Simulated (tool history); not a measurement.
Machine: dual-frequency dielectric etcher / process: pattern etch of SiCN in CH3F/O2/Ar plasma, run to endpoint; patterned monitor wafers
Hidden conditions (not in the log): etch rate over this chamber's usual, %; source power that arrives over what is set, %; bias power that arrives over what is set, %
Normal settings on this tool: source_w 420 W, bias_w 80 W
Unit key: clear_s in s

| run | day | source_w | bias_w | wafers since the last listed run | hours since the last wet clean | hours since the last source power generator calibration | hours since the last bias power generator calibration | hours since the last upper electrode change | incoming incoming film thickness, nm | clear_s |
|---|---|---|---|---|---|---|---|---|---|---|
| 1 | 0 | 420 | 86 | 0 | 214.2 | 4723.5 | 1719.3 | 5531.5 | 13.94 | 34.2 |
| 2 | 0.488 | 500 | 80 | 201 | 225.9 | 4735.2 | 1731 | 5543.2 | 13.77 | 32.6 |
| 3 | 0.867 | 420 | 80 | 156 | 235 | 4744.3 | 1740.1 | 5552.3 | 13.9 | 34.6 |
| 4 | 1.404 | 420 | 80 | 222 | 247.9 | 4757.2 | 1753 | 5565.2 | 13.99 | 34.8 |
| 5 | 2.017 | 420 | 89 | 253 | 262.6 | 4771.9 | 1767.7 | 5579.9 | 13.99 | 33.9 |
| 6 | 2.696 | 420 | 89 | 281 | 278.9 | 4788.2 | 1784 | 5596.2 | 13.69 | 33.2 |
| 7 | 3.154 | 420 | 80 | 189 | 289.9 | 4799.2 | 1795 | 5607.2 | 13.87 | 34.5 |
| 8 | 3.621 | 420 | 80 | 193 | 301.1 | 4810.4 | 1806.2 | 5618.4 | 13.78 | 34.4 |
| 9 | 4.192 | 420 | 80 | 236 | 314.8 | 4824.1 | 1819.9 | 5632.1 | 13.62 | 33.8 |
|  | 5.888 | wet clean of the chamber |
| 10 | 5.908 | 420 | 80 | 296 | 0.5 | 4865.3 | 1861.1 | 5673.3 | 13.71 | 34.8 |
| 11 | 5.921 | 420 | 80 | 5 | 0.8 | 4865.6 | 1861.4 | 5673.6 | 13.92 | 35.3 |
| 12 | 5.938 | 420 | 80 | 6 | 1.2 | 4866 | 1861.8 | 5674 | 13.76 | 34.9 |
|  | 6.154 | bias power generator calibrated |
| 13 | 6.417 | 460 | 93 | 129 | 12.7 | 4877.5 | 6.3 | 5685.5 | 13.77 | 32.8 |
| 14 | 6.962 | 420 | 80 | 225 | 25.8 | 4890.6 | 19.4 | 5698.6 | 13.87 | 35.1 |
| 15 | 7.229 | 490 | 75 | 110 | 32.2 | 4897 | 25.8 | 5705 | 13.83 | 34 |
|  | 8.517 | source power generator calibrated |
| 16 | 8.854 | 490 | 75 | 603 | 71.2 | 8.1 | 64.8 | 5744 | 13.62 | 33.3 |
| 17 | 9.317 | 510 | 73 | 191 | 82.3 | 19.2 | 75.9 | 5755.1 | 13.89 | 33.5 |
| 18 | 9.721 | 420 | 94 | 167 | 92 | 28.9 | 85.6 | 5764.8 | 13.77 | 33.3 |
| 19 | 10.15 | 460 | 94 | 177 | 102.3 | 39.2 | 95.9 | 5775.1 | 13.77 | 32.3 |
| 20 | 10.733 | 420 | 80 | 241 | 116.3 | 53.2 | 109.9 | 5789.1 | 13.68 | 34.4 |
|  | 11.796 | upper electrode replaced |
| 21 | 11.817 | 500 | 94 | 34 | 142.3 | 79.2 | 135.9 | 0.5 | 14.01 | 31.9 |
| 22 | 11.833 | 420 | 97 | 6 | 142.7 | 79.6 | 136.3 | 0.9 | 13.9 | 33 |
| 23 | 11.883 | 390 | 86 | 20 | 143.9 | 80.8 | 137.5 | 2.1 | 13.83 | 34.7 |
| 24 | 12.35 | 510 | 80 | 193 | 155.1 | 92 | 148.7 | 13.3 | 13.77 | 32.2 |
| 25 | 12.658 | 490 | 90 | 127 | 162.5 | 99.4 | 156.1 | 20.7 | 13.71 | 31.7 |
| 26 | 13.929 | 420 | 80 | 526 | 193 | 129.9 | 186.6 | 51.2 | 13.82 | 34.5 |
| 27 | 14.6 | 370 | 88 | 277 | 209.1 | 146 | 202.7 | 67.3 | 13.7 | 34.9 |
| 28 | 15.242 | 420 | 100 | 265 | 224.5 | 161.4 | 218.1 | 82.7 | 13.83 | 32.4 |
| 29 | 15.562 | 420 | 80 | 132 | 232.2 | 169.1 | 225.8 | 90.4 | 13.76 | 34.1 |
| 30 | 16.271 | 370 | 88 | 293 | 249.2 | 186.1 | 242.8 | 107.4 | 14.08 | 35.6 |
| 31 | 16.812 | 490 | 97 | 224 | 262.2 | 199.1 | 255.8 | 120.4 | 13.89 | 30.9 |
| 32 | 17.221 | 380 | 80 | 169 | 272 | 208.9 | 265.6 | 130.2 | 13.74 | 35.2 |
| 33 | 17.958 | 510 | 88 | 305 | 289.7 | 226.6 | 283.3 | 147.9 | 13.78 | 31.3 |
| 34 | 18.446 | 420 | 80 | 201 | 301.4 | 238.3 | 295 | 159.6 | 13.73 | 34 |
| 35 | 19.042 | 480 | 80 | 246 | 315.7 | 252.6 | 309.3 | 173.9 | 13.84 | 32.5 |

Branching from run 35: 5 alternative next runs. What would each branch give?
| A | 19.058 | 420 | 80 | 6 | 316.1 | 253 | 309.7 | 174.3 | 13.81 | ? |
| B | 19.058 | 370 | 80 | 6 | 316.1 | 253 | 309.7 | 174.3 | 13.81 | ? |
| C | 19.058 | 390 | 66 | 6 | 316.1 | 253 | 309.7 | 174.3 | 13.81 | ? |
| D | 19.058 | 330 | 100 | 6 | 316.1 | 253 | 309.7 | 174.3 | 13.81 | ? |
| E | 19.058 | 420 | 95 | 6 | 316.1 | 253 | 309.7 | 174.3 | 13.81 | ? |

| run | clear_s |
|---|---|
| A | 34 |
| B | 35.4 |
| C | 36.4 |
| D | 34.7 |
| E | 32.5 |
The same runs, with their run-to-run variation unchanged, on a tool lacking any hidden condition would have given:
| run | clear_s |
|---|---|
| A | 35.1 |
| B | 36.6 |
| C | 37.6 |
| D | 35.8 |
| E | 33.6 |
